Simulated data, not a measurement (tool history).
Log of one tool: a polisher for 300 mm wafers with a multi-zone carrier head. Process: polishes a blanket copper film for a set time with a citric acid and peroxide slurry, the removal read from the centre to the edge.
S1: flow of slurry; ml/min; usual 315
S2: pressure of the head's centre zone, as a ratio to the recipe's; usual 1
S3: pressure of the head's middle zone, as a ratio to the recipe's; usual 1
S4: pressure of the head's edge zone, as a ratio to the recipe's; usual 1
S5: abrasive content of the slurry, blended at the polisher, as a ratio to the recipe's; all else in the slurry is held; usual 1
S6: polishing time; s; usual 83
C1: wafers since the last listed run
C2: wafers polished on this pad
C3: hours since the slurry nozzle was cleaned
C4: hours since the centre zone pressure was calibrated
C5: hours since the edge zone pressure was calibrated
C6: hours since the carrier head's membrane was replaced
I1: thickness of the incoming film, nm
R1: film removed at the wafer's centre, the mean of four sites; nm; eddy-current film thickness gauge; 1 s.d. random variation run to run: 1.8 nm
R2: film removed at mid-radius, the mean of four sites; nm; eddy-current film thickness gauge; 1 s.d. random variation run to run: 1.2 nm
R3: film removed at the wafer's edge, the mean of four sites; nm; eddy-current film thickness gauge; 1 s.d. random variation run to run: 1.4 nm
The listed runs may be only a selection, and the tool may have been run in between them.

Run 1, hour 0: usual settings; C1 0; C2 762; C3 35.3; C4 78.3; C5 731.7; C6 730.8; I1 561.1. Result: R1 174.5 nm, R2 173.3 nm, R3 176.8 nm.
At hour 22.8: edge zone pressure recalibrated.
Run 2, hour 23.3: usual settings but S4 1.05; C1 274; C2 1036; C3 58.6; C4 101.6; C5 0.5; C6 754.1; I1 554.6. Result: R1 172.2 nm, R2 170.6 nm, R3 173.6 nm.
Run 3, hour 49: usual settings but S5 0.8; C1 330; C2 1367; C3 84.3; C4 127.3; C5 26.2; C6 779.8; I1 550. Result: R1 162.5 nm, R2 159.6 nm, R3 166 nm.
Run 4, hour 69.6: usual settings but S3 0.89, S6 74 s; C1 265; C2 1632; C3 104.9; C4 147.9; C5 46.8; C6 800.4; I1 562.1. Result: R1 147.9 nm, R2 136.1 nm, R3 152.5 nm.
Run 5, hour 82.9: usual settings but S2 0.95, S4 0.92; C1 171; C2 1803; C3 118.2; C4 161.2; C5 60.1; C6 813.7; I1 559.5. Result: R1 158.8 nm, R2 167.4 nm, R3 161 nm.
At hour 112.2: worn pad replaced by a new one.
Run 6, hour 113.5: usual settings but S6 63 s; C1 342; C2 16; C3 148.8; C4 191.8; C5 90.7; C6 844.3; I1 562.4. Result: R1 140.6 nm, R2 137.8 nm, R3 141.7 nm.
Run 7, hour 135.9: usual settings but S4 0.91; C1 288; C2 305; C3 171.2; C4 214.2; C5 113.1; C6 866.7; I1 563.9. Result: R1 175.7 nm, R2 176.3 nm, R3 171.3 nm.
At hour 154.3: carrier head's membrane replaced by a new one.
Run 8, hour 154.8: usual settings; C1 178; C2 484; C3 190.1; C4 233.1; C5 132; C6 0.5; I1 567.9. Result: R1 175.1 nm, R2 174.4 nm, R3 178 nm.
Run 9, hour 168.9: usual settings; C1 181; C2 665; C3 204.2; C4 247.2; C5 146.1; C6 14.6; I1 559.6. Result: R1 173.9 nm, R2 172.8 nm, R3 173.9 nm.
Run 10, hour 199.2: usual settings but S2 1.08; C1 390; C2 1055; C3 234.5; C4 277.5; C5 176.4; C6 44.9; I1 561.5. Result: R1 179.3 nm, R2 170.2 nm, R3 171 nm.
Run 11, hour 212.5: usual settings but S2 0.96, S6 98 s; C1 171; C2 1226; C3 247.8; C4 290.8; C5 189.7; C6 58.2; I1 559.3. Result: R1 189.2 nm, R2 198.9 nm, R3 202.7 nm.
Run 12, hour 242.6: usual settings but S1 255 ml/min, S2 0.91, S4 1.05, S6 110 s; C1 387; C2 1614; C3 277.9; C4 320.9; C5 219.8; C6 88.3; I1 560. Result: R1 198.6 nm, R2 217 nm, R3 226.1 nm.
Run 13, hour 262.5: usual settings; C1 256; C2 1870; C3 297.8; C4 340.8; C5 239.7; C6 108.2; I1 568.3. Result: R1 165.3 nm, R2 166 nm, R3 167.9 nm.
At hour 292.1: worn pad replaced by a new one.
Run 14, hour 293.3: usual settings but S2 1.1, S4 1.11, S5 0.9; C1 344; C2 15; C3 328.6; C4 371.6; C5 270.5; C6 139; I1 557.9. Result: R1 192.8 nm, R2 177.6 nm, R3 188.4 nm.
Run 15, hour 318.9: usual settings but S1 215 ml/min, S2 0.94; C1 329; C2 344; C3 354.2; C4 397.2; C5 296.1; C6 164.6; I1 551.7. Result: R1 157.5 nm, R2 167.7 nm, R3 172.8 nm.
Run 16, hour 348.5: usual settings but S2 0.97; C1 381; C2 725; C3 383.8; C4 426.8; C5 325.7; C6 194.2; I1 569.6. Result: R1 166.9 nm, R2 170.9 nm, R3 174 nm.
Run 17, hour 379.8: usual settings; C1 402; C2 1128; C3 415.1; C4 458.1; C5 357; C6 225.5; I1 557.3. Result: R1 166.4 nm, R2 168.9 nm, R3 171.8 nm.
Run 18, hour 413.8: usual settings; C1 437; C2 1566; C3 449.1; C4 492.1; C5 391; C6 259.5; I1 562. Result: R1 163.7 nm, R2 166.5 nm, R3 168.1 nm.
Run 19, hour 437.5: usual settings; C1 305; C2 1871; C3 472.8; C4 515.8; C5 414.7; C6 283.2; I1 568. Result: R1 166.2 nm, R2 165.3 nm, R3 169.2 nm.
Run 20, hour 466.6: usual settings but S1 225 ml/min, S3 1.08; C1 374; C2 2245; C3 501.9; C4 544.9; C5 443.8; C6 312.3; I1 565.8. Result: R1 158.6 nm, R2 166.8 nm, R3 161.2 nm.
Run 21, hour 493.6: usual settings but S2 1.06; C1 347; C2 2593; C3 528.9; C4 571.9; C5 470.8; C6 339.3; I1 563.1. Result: R1 169.3 nm, R2 162.5 nm, R3 164.5 nm.

Predict each of these 5 candidate next runs independently; none follows another, all start after run 21:
Run A, hour 494: usual settings; C1 5; C2 2598; C3 529.3; C4 572.3; C5 471.2; C6 339.7; I1 549.1. Result: R1 ?, R2 ?, R3 ?.
Run B, hour 494: usual settings but S3 0.89, S4 1.12, S5 1.1, S6 70 s; C1 5; C2 2598; C3 529.3; C4 572.3; C5 471.2; C6 339.7; I1 549.1. Result: R1 ?, R2 ?, R3 ?.
Run C, hour 494: usual settings but S1 215 ml/min, S3 1.11, S4 0.9, S6 97 s; C1 5; C2 2598; C3 529.3; C4 572.3; C5 471.2; C6 339.7; I1 549.1. Result: R1 ?, R2 ?, R3 ?.
Run D, hour 494: usual settings but S1 395 ml/min, S2 0.95, S3 1.06; C1 5; C2 2598; C3 529.3; C4 572.3; C5 471.2; C6 339.7; I1 549.1. Result: R1 ?, R2 ?, R3 ?.
Run E, hour 494: usual settings but S1 345 ml/min, S5 1.1, S6 98 s; C1 5; C2 2598; C3 529.3; C4 572.3; C5 471.2; C6 339.7; I1 549.1. Result: R1 ?, R2 ?, R3 ?.

run     R1     R2     R3
  A  164.4  162.7  166.3
  B  140.9  126.6  151.2
  C    182  197.8  177.9
  D  160.6  174.5  168.8
  E  199.4  197.2  201.1
With no hidden state in the tool, these same runs would have given:
run     R1     R2     R3
  A  182.7  180.9  184.9
  B  156.7  140.8  168.1
  C  202.3  219.9  197.8
  D  178.5    194  187.6
  E  221.7  219.2  223.6
